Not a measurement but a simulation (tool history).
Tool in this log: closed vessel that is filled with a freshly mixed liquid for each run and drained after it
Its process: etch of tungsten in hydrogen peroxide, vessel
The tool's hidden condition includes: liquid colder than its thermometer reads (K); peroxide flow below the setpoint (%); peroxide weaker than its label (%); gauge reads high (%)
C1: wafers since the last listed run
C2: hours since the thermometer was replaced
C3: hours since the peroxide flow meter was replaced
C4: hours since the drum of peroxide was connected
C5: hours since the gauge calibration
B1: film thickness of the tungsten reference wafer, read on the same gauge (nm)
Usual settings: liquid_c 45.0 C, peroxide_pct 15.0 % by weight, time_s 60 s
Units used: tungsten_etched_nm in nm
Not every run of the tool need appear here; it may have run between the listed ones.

Run 1, day 0.000: usual settings; C1 0; C2 1300.7; C3 1350.3; C4 650.0; C5 323.8; B1 80.00. Result: tungsten_etched_nm 76.41 nm.
Run 2, day 0.417: usual settings; C1 1263; C2 1310.7; C3 1360.3; C4 660.0; C5 333.8; B1 79.99. Result: tungsten_etched_nm 76.84 nm.
Run 3, day 0.954: usual settings; C1 1630; C2 1323.6; C3 1373.2; C4 672.9; C5 346.7; B1 80.03. Result: tungsten_etched_nm 77.07 nm.
Run 4, day 1.675: usual settings; C1 2186; C2 1340.9; C3 1390.5; C4 690.2; C5 364.0; B1 79.97. Result: tungsten_etched_nm 75.92 nm.
At day 1.912: thermometer replaced.
Run 5, day 1.992: usual settings; C1 834; C2 1.9; C3 1398.1; C4 697.8; C5 371.6; B1 80.03. Result: tungsten_etched_nm 88.91 nm.
Run 6, day 2.367: usual settings but liquid_c 51.5 C; C1 1137; C2 10.9; C3 1407.1; C4 706.8; C5 380.6; B1 80.00. Result: tungsten_etched_nm 130.70 nm.
Run 7, day 2.954: usual settings; C1 1781; C2 25.0; C3 1421.2; C4 720.9; C5 394.7; B1 79.97. Result: tungsten_etched_nm 87.02 nm.
At day 2.979: gauge calibrated.
Run 8, day 3.238: usual settings; C1 859; C2 31.8; C3 1428.0; C4 727.7; C5 6.2; B1 80.03. Result: tungsten_etched_nm 87.38 nm.
At day 3.342: peroxide flow meter replaced.
Run 9, day 3.938: usual settings; C1 1996; C2 48.6; C3 14.3; C4 744.5; C5 23.0; B1 79.98. Result: tungsten_etched_nm 88.13 nm.
Run 10, day 4.462: usual settings; C1 1592; C2 61.2; C3 26.9; C4 757.1; C5 35.6; B1 80.02. Result: tungsten_etched_nm 86.38 nm.
Run 11, day 5.183: usual settings; C1 2186; C2 78.5; C3 44.2; C4 774.4; C5 52.9; B1 80.03. Result: tungsten_etched_nm 86.92 nm.
Run 12, day 5.612: usual settings but peroxide_pct 13.5 % by weight; C1 1301; C2 88.8; C3 54.5; C4 784.7; C5 63.2; B1 79.95. Result: tungsten_etched_nm 82.57 nm.
Run 13, day 6.225: usual settings but time_s 50 s; C1 1857; C2 103.5; C3 69.2; C4 799.4; C5 77.9; B1 80.01. Result: tungsten_etched_nm 72.44 nm.
Run 14, day 6.517: usual settings but liquid_c 53.0 C, peroxide_pct 18.0 % by weight; C1 884; C2 110.5; C3 76.2; C4 806.4; C5 84.9; B1 79.97. Result: tungsten_etched_nm 155.29 nm.
Run 15, day 6.992: usual settings; C1 1440; C2 121.9; C3 87.6; C4 817.8; C5 96.3; B1 79.98. Result: tungsten_etched_nm 87.45 nm.
Run 16, day 7.692: usual settings but liquid_c 49.5 C, peroxide_pct 13.5 % by weight, time_s 75 s; C1 2122; C2 138.7; C3 104.4; C4 834.6; C5 113.1; B1 79.99. Result: tungsten_etched_nm 136.16 nm.
Run 17, day 8.254: usual settings but liquid_c 53.0 C, peroxide_pct 19.0 % by weight, time_s 90 s; C1 1705; C2 152.2; C3 117.9; C4 848.1; C5 126.6; B1 80.02. Result: tungsten_etched_nm 238.13 nm.
Run 18, day 8.504: usual settings; C1 758; C2 158.2; C3 123.9; C4 854.1; C5 132.6; B1 80.02. Result: tungsten_etched_nm 86.78 nm.
Run 19, day 8.821: usual settings but peroxide_pct 18.5 % by weight; C1 960; C2 165.8; C3 131.5; C4 861.7; C5 140.2; B1 80.02. Result: tungsten_etched_nm 95.04 nm.
At day 9.058: new drum of peroxide connected.
Run 20, day 9.242: usual settings but liquid_c 41.5 C, peroxide_pct 12.0 % by weight; C1 1149; C2 175.9; C3 141.6; C4 4.4; C5 150.3; B1 79.99. Result: tungsten_etched_nm 62.03 nm.
Run 21, day 9.500: usual settings but liquid_c 53.0 C, peroxide_pct 18.0 % by weight, time_s 50 s; C1 783; C2 182.1; C3 147.8; C4 10.6; C5 156.5; B1 79.99. Result: tungsten_etched_nm 128.37 nm.
Run 22, day 9.783: usual settings but liquid_c 54.5 C, peroxide_pct 18.5 % by weight, time_s 75 s; C1 859; C2 188.9; C3 154.6; C4 17.4; C5 163.3; B1 80.01. Result: tungsten_etched_nm 214.52 nm.
Run 23, day 10.383: usual settings but liquid_c 50.0 C, peroxide_pct 17.5 % by weight, time_s 35 s; C1 1819; C2 203.3; C3 169.0; C4 31.8; C5 177.7; B1 79.98. Result: tungsten_etched_nm 73.14 nm.
Run 24, day 10.875: usual settings but liquid_c 50.5 C, peroxide_pct 13.5 % by weight, time_s 95 s; C1 1491; C2 215.1; C3 180.8; C4 43.6; C5 189.5; B1 80.06. Result: tungsten_etched_nm 181.48 nm.
Run 25, day 11.325: usual settings but liquid_c 37.5 C; C1 1364; C2 225.9; C3 191.6; C4 54.4; C5 200.3; B1 80.04. Result: tungsten_etched_nm 52.91 nm.
Run 26, day 11.612: usual settings but liquid_c 38.0 C, peroxide_pct 18.0 % by weight, time_s 35 s; C1 871; C2 232.8; C3 198.5; C4 61.3; C5 207.2; B1 79.98. Result: tungsten_etched_nm 35.08 nm.
Run 27, day 12.058: usual settings but time_s 30 s; C1 1352; C2 243.5; C3 209.2; C4 72.0; C5 217.9; B1 79.97. Result: tungsten_etched_nm 42.78 nm.
Run 28, day 12.588: usual settings but liquid_c 35.5 C, peroxide_pct 18.0 % by weight, time_s 30 s; C1 1604; C2 256.2; C3 221.9; C4 84.7; C5 230.6; B1 79.97. Result: tungsten_etched_nm 25.13 nm.
Run 29, day 13.033: usual settings; C1 1352; C2 266.9; C3 232.6; C4 95.4; C5 241.3; B1 80.02. Result: tungsten_etched_nm 86.62 nm.
Run 30, day 13.425: usual settings but peroxide_pct 18.0 % by weight; C1 1187; C2 276.3; C3 242.0; C4 104.8; C5 250.7; B1 79.97. Result: tungsten_etched_nm 92.64 nm.
Run 31, day 13.800: usual settings but peroxide_pct 16.5 % by weight, time_s 85 s; C1 1137; C2 285.3; C3 251.0; C4 113.8; C5 259.7; B1 79.99. Result: tungsten_etched_nm 125.23 nm.

Difference, measured minus no-hidden-state, one row per run. Run-to-run variation is common to both terms; the gauge's own scatter need not be:
run  tungsten_etched_nm
  1              -12.92
  2              -13.12
  3              -13.28
  4              -13.24
  5               -1.76
  6               -2.57
  7               -1.95
  8               -2.01
  9               -2.20
 10               -2.26
 11               -2.45
 12               -2.44
 13               -2.23
 14               -4.73
 15               -2.92
 16               -4.60
 17               -8.30
 18               -3.24
 19               -3.61
 20               -2.50
 21               -4.87
 22               -8.20
 23               -3.02
 24               -7.70
 25               -2.51
 26               -1.69
 27               -2.02
 28               -1.30
 29               -4.32
 30               -4.68
 31               -6.50
